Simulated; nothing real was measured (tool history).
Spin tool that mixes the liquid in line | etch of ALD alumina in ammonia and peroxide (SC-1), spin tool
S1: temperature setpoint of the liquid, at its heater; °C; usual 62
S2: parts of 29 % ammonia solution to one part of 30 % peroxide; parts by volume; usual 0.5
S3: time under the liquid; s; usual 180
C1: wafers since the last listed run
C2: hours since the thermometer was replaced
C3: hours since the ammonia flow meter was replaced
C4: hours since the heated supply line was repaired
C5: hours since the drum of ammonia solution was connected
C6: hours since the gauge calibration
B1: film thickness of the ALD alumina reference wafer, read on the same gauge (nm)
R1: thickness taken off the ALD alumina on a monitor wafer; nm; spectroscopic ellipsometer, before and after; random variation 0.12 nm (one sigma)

Run 1, hour 0: usual settings; C1 0; C2 733.7; C3 1503.9; C4 3967.9; C5 299; C6 190.9; B1 150.01. Result: R1 11.37 nm.
Run 2, hour 22.4: usual settings; C1 191; C2 756.1; C3 1526.3; C4 3990.3; C5 321.4; C6 213.3; B1 150. Result: R1 11.29 nm.
Run 3, hour 38.9: usual settings; C1 141; C2 772.6; C3 1542.8; C4 4006.8; C5 337.9; C6 229.8; B1 150. Result: R1 11.36 nm.
Run 4, hour 56.9: usual settings; C1 154; C2 790.6; C3 1560.8; C4 4024.8; C5 355.9; C6 247.8; B1 150. Result: R1 11.21 nm.
Run 5, hour 87.4: usual settings; C1 261; C2 821.1; C3 1591.3; C4 4055.3; C5 386.4; C6 278.3; B1 149.98. Result: R1 11.1 nm.
Run 6, hour 118.5: usual settings but S1 65 °C, S3 210 s; C1 266; C2 852.2; C3 1622.4; C4 4086.4; C5 417.5; C6 309.4; B1 150. Result: R1 15.14 nm.
Run 7, hour 153.4: usual settings but S1 65 °C, S3 210 s; C1 298; C2 887.1; C3 1657.3; C4 4121.3; C5 452.4; C6 344.3; B1 150.01. Result: R1 15.24 nm.
Run 8, hour 169.3: usual settings; C1 136; C2 903; C3 1673.2; C4 4137.2; C5 468.3; C6 360.2; B1 150.01. Result: R1 11.25 nm.
Run 9, hour 187.2: usual settings; C1 153; C2 920.9; C3 1691.1; C4 4155.1; C5 486.2; C6 378.1; B1 150. Result: R1 11 nm.
Run 10, hour 219.3: usual settings but S2 0.45 parts by volume; C1 274; C2 953; C3 1723.2; C4 4187.2; C5 518.3; C6 410.2; B1 150.01. Result: R1 10.83 nm.
Run 11, hour 244: usual settings but S2 0.45 parts by volume; C1 211; C2 977.7; C3 1747.9; C4 4211.9; C5 543; C6 434.9; B1 150.02. Result: R1 10.86 nm.
Run 12, hour 271.2: usual settings but S1 66.5 °C, S3 210 s; C1 232; C2 1004.9; C3 1775.1; C4 4239.1; C5 570.2; C6 462.1; B1 149.99. Result: R1 16.35 nm.
Run 13, hour 300.8: usual settings; C1 253; C2 1034.5; C3 1804.7; C4 4268.7; C5 599.8; C6 491.7; B1 150.01. Result: R1 10.88 nm.
Run 14, hour 315.2: usual settings; C1 123; C2 1048.9; C3 1819.1; C4 4283.1; C5 614.2; C6 506.1; B1 150. Result: R1 10.73 nm.
Run 15, hour 338.9: usual settings but S1 55.5 °C, S2 0.55 parts by volume, S3 265 s; C1 202; C2 1072.6; C3 1842.8; C4 4306.8; C5 637.9; C6 529.8; B1 149.99. Result: R1 11.31 nm.
At hour 355.2: new drum of ammonia solution connected.
Run 16, hour 371.7: usual settings; C1 272; C2 1105.4; C3 1875.6; C4 4339.6; C5 16.5; C6 562.6; B1 150. Result: R1 10.8 nm.
At hour 384.8: gauge calibrated.
At hour 399.4: thermometer replaced.
At hour 400.6: heated supply line repaired.
Run 17, hour 401.1: usual settings but S1 56 °C, S2 0.75 parts by volume, S3 140 s; C1 234; C2 1.7; C3 1905; C4 0.5; C5 45.9; C6 16.3; B1 150. Result: R1 7.42 nm.
At hour 418.7: ammonia flow meter replaced.
Run 18, hour 457.8: usual settings but S2 0.65 parts by volume; C1 476; C2 58.4; C3 39.1; C4 57.2; C5 102.6; C6 73; B1 150. Result: R1 12.7 nm.
Run 19, hour 472.8: usual settings; C1 128; C2 73.4; C3 54.1; C4 72.2; C5 117.6; C6 88; B1 149.99. Result: R1 12.51 nm.
Run 20, hour 491.9: usual settings but S2 0.45 parts by volume; C1 163; C2 92.5; C3 73.2; C4 91.3; C5 136.7; C6 107.1; B1 150.01. Result: R1 12.3 nm.
Run 21, hour 514.1: usual settings but S1 67.5 °C, S3 225 s; C1 190; C2 114.7; C3 95.4; C4 113.5; C5 158.9; C6 129.3; B1 150.01. Result: R1 20.07 nm.
Run 22, hour 538.3: usual settings but S1 55 °C, S2 0.6 parts by volume, S3 135 s; C1 207; C2 138.9; C3 119.6; C4 137.7; C5 183.1; C6 153.5; B1 150. Result: R1 6.4 nm.
Run 23, hour 562.1: usual settings but S2 0.7 parts by volume; C1 203; C2 162.7; C3 143.4; C4 161.5; C5 206.9; C6 177.3; B1 150.02. Result: R1 12.68 nm.
Run 24, hour 582.7: usual settings but S1 54 °C, S2 0.75 parts by volume, S3 70 s; C1 176; C2 183.3; C3 164; C4 182.1; C5 227.5; C6 197.9; B1 150.01. Result: R1 3.26 nm.
Run 25, hour 618: usual settings but S1 59.5 °C, S2 0.4 parts by volume, S3 115 s; C1 302; C2 218.6; C3 199.3; C4 217.4; C5 262.8; C6 233.2; B1 150. Result: R1 6.64 nm.
Run 26, hour 638.5: usual settings but S1 56.5 °C, S2 0.6 parts by volume, S3 220 s; C1 175; C2 239.1; C3 219.8; C4 237.9; C5 283.3; C6 253.7; B1 150. Result: R1 11.15 nm.

3 ways to go on from here, each from the tool as it stands after run 26. What would each give?
Run A, hour 639: usual settings but S1 55.5 °C; C1 4; C2 239.6; C3 220.3; C4 238.4; C5 283.8; C6 254.2; B1 ?. Result: R1 ?.
Run B, hour 639: usual settings but S1 55.5 °C, S2 0.45 parts by volume, S3 135 s; C1 4; C2 239.6; C3 220.3; C4 238.4; C5 283.8; C6 254.2; B1 ?. Result: R1 ?.
Run C, hour 639: usual settings but S1 66 °C; C1 4; C2 239.6; C3 220.3; C4 238.4; C5 283.8; C6 254.2; B1 ?. Result: R1 ?.

run      B1     R1
  A  150.01    8.6
  B  150.01   6.39
  C  150.01  14.76
Without the tool's hidden state the same runs would have given:
run     R1
  A   8.98
  B   6.67
  C  15.37

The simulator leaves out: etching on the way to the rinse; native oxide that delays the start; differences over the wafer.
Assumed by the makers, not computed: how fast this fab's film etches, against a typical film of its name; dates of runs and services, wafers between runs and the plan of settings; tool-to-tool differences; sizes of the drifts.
